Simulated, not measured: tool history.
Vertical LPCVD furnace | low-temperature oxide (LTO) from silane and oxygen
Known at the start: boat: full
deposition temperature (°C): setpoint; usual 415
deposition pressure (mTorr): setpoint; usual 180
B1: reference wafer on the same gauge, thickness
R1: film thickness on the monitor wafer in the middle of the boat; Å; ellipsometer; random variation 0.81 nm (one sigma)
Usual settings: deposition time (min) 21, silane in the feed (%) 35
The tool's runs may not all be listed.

Run 1, hour 0: usual settings but deposition pressure (mTorr) 150, deposition time (min) 25; B1 144.78. Result: R1 1475.7 Å.
Run 2, hour 31.6: usual settings but silane in the feed (%) 39; B1 145.21. Result: R1 1731.1 Å.
Run 3, hour 55.6: usual settings but silane in the feed (%) 39; B1 145.22. Result: R1 1732.9 Å.
Run 4, hour 95.4: usual settings; B1 144.92. Result: R1 1496.3 Å.
Run 5, hour 124.2: usual settings; B1 144.6. Result: R1 1480.9 Å.
Run 6, hour 164.7: usual settings but deposition time (min) 24.5; B1 144.96. Result: R1 1742.3 Å.
Run 7, hour 207: usual settings but deposition time (min) 24.5; B1 144.92. Result: R1 1747.2 Å.
Run 8, hour 231.5: usual settings; B1 144.86. Result: R1 1499.9 Å.
Run 9, hour 261.6: usual settings; B1 145.05. Result: R1 1487.9 Å.
Run 10, hour 328.8: usual settings but deposition temperature (°C) 420, deposition time (min) 19; B1 145.09. Result: R1 1426.3 Å.
Run 11, hour 375.4: usual settings but deposition pressure (mTorr) 145, deposition time (min) 17, silane in the feed (%) 31; B1 144.9. Result: R1 816.5 Å.
Run 12, hour 407.3: usual settings but deposition temperature (°C) 420; B1 145.34. Result: R1 1556.8 Å.
Run 13, hour 475: usual settings but silane in the feed (%) 41; B1 144.98. Result: R1 1816.6 Å.
Run 14, hour 536.9: usual settings; B1 145.17. Result: R1 1469.7 Å.
Run 15, hour 601.8: usual settings but deposition pressure (mTorr) 160, deposition time (min) 26.5; B1 144.84. Result: R1 1747.6 Å.
Run 16, hour 622.9: usual settings; B1 145.28. Result: R1 1557 Å.
Run 17, hour 656.2: usual settings; B1 145. Result: R1 1558.5 Å.
Run 18, hour 709.6: usual settings but deposition pressure (mTorr) 165, silane in the feed (%) 29; B1 144.79. Result: R1 1096.4 Å.
Run 19, hour 754.4: usual settings but deposition temperature (°C) 426, deposition pressure (mTorr) 165, deposition time (min) 25, silane in the feed (%) 30; B1 145.15. Result: R1 1539.7 Å.
Run 20, hour 799.8: usual settings but deposition temperature (°C) 412, silane in the feed (%) 39; B1 144.71. Result: R1 1718.6 Å.
Run 21, hour 827: usual settings but deposition temperature (°C) 424, silane in the feed (%) 32; B1 144.88. Result: R1 1525.9 Å.
Run 22, hour 892.2: usual settings; B1 145.02. Result: R1 1560.1 Å.
Run 23, hour 963.6: usual settings; B1 145.35. Result: R1 1564.9 Å.
Run 24, hour 1008.1: usual settings but deposition time (min) 14.5, silane in the feed (%) 31; B1 144.91. Result: R1 916.1 Å.
Run 25, hour 1086.5: usual settings but deposition temperature (°C) 422; B1 144.71. Result: R1 1685.2 Å.
Run 26, hour 1139.2: usual settings but deposition temperature (°C) 418, deposition pressure (mTorr) 225, deposition time (min) 16; B1 145.12. Result: R1 1514 Å.
Run 27, hour 1196.8: usual settings but deposition temperature (°C) 419; B1 144.8. Result: R1 1622.4 Å.
Run 28, hour 1257.2: usual settings but silane in the feed (%) 33; B1 144.68. Result: R1 1434.1 Å.
Run 29, hour 1310.5: usual settings but deposition temperature (°C) 412, deposition pressure (mTorr) 165; B1 145.28. Result: R1 1369.5 Å.
Run 30, hour 1366.6: usual settings; B1 145.06. Result: R1 1543.6 Å.

Taken out of this log: 3 entries between the listed runs. Where each belongs, and how the hidden state differs across it:
Between runs 2 and 3: gauge calibrated (hour 55.3)
  deviation of the silane flow from its setpoint, %: -4.6 -> -4.67
  measured less the result without the state, R1: -60.7 -> -61.7 Å
Between runs 14 and 15: silane flow controller replaced (hour 601.3)
  deviation of the silane flow from its setpoint, %: -6.13 -> -0.149
  measured less the result without the state, R1: -82.3 -> -2.2 Å
Between runs 17 and 18: thermocouples replaced and temperature profile calibrated (hour 684.9)
  deviation of the silane flow from its setpoint, %: -0.15 -> -0.154
  measured less the result without the state, R1: -1.9 -> -1.8 Å
